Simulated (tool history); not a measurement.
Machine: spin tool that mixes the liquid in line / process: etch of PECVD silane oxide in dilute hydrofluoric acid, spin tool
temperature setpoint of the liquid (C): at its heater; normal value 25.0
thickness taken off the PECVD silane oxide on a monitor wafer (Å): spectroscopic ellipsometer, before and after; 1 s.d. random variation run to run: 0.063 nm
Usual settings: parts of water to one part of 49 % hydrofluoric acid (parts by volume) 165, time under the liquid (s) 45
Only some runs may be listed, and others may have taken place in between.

run     day  temperature setpoint of the liquid (C)  parts of water to one part of 49 % hydrofluoric acid (parts by volume)  time under the liquid (s)  read-back film thickness of the PECVD silane oxide reference wafer, read on the same gauge (nm)  thickness taken off the PECVD silane oxide on a monitor wafer (Å)
  1   0.000                                    22.5                                                                     165                         45                                                                                            60.03                                                               71.0
  2   0.346                                    25.0                                                                     165                         45                                                                                            60.00                                                               79.0
  3   0.633                                    25.0                                                                     195                         45                                                                                            59.98                                                               63.8
  4   0.988                                    25.0                                                                     195                         45                                                                                            60.03                                                               63.5
  5   1.708                                    25.0                                                                     165                         45                                                                                            59.98                                                               79.1
  6   1.967                                    25.0                                                                     165                         45                                                                                            60.00                                                               79.7
  7   2.229                                    25.0                                                                     165                         45                                                                                            60.02                                                               78.0
  8   2.708                                    25.0                                                                     165                         60                                                                                            60.01                                                              103.5
  9   4.346                                    25.0                                                                     165                         60                                                                                            59.99                                                              105.0
 10   5.067                                    25.0                                                                     165                         45                                                                                            59.98                                                               77.7
 11   5.646                                    25.0                                                                     130                         45                                                                                            59.98                                                              104.0
 12   7.650                                    25.0                                                                     130                         45                                                                                            60.01                                                              103.7
 13   7.917                                    25.0                                                                     165                         45                                                                                            60.04                                                               77.7
 14   8.483                                    21.0                                                                     165                         55                                                                                            60.00                                                               82.2
 15   8.779                                    25.0                                                                     210                         45                                                                                            60.01                                                               58.6
      9.017  -- hydrofluoric acid flow meter replaced
      9.325  -- gauge calibrated
 16   9.338                                    25.0                                                                     210                         45                                                                                            60.00                                                               58.9
 17   9.638                                    20.0                                                                     165                         45                                                                                            60.02                                                               63.9
 18  11.083                                    21.5                                                                     140                         70                                                                                            60.00                                                              128.0
 19  11.392                                    23.0                                                                     190                         65                                                                                            60.02                                                               88.8
     11.479  -- thermometer replaced
 20  11.771                                    25.0                                                                     165                         45                                                                                            60.01                                                               79.0
 21  12.379                                    27.5                                                                     135                         45                                                                                            60.02                                                              108.3
 22  12.996                                    23.0                                                                     165                         25                                                                                            59.97                                                               40.3
 23  14.821                                    29.0                                                                     165                         45                                                                                            60.02                                                               92.4
 24  15.317                                    22.5                                                                     140                         65                                                                                            59.98                                                              124.2
 25  16.033                                    25.0                                                                     165                         55                                                                                            60.01                                                               95.0
 26  16.379                                    25.0                                                                      95                         35                                                                                            59.99                                                              114.5
 27  17.112                                    25.0                                                                      85                         60                                                                                            59.99                                                              223.5

Predict the results of run 28:
 28  17.675                                    25.0                                                                     165                         45                                                                                                ?                                                                  ?

{"run 28": {"read-back film thickness of the PECVD silane oxide reference wafer, read on the same gauge (nm)": 60.01, "thickness taken off the PECVD silane oxide on a monitor wafer (Å)": 79.7}}
With no hidden state in the tool, this same run would have given thickness taken off the PECVD silane oxide on a monitor wafer (Å) 79.7.
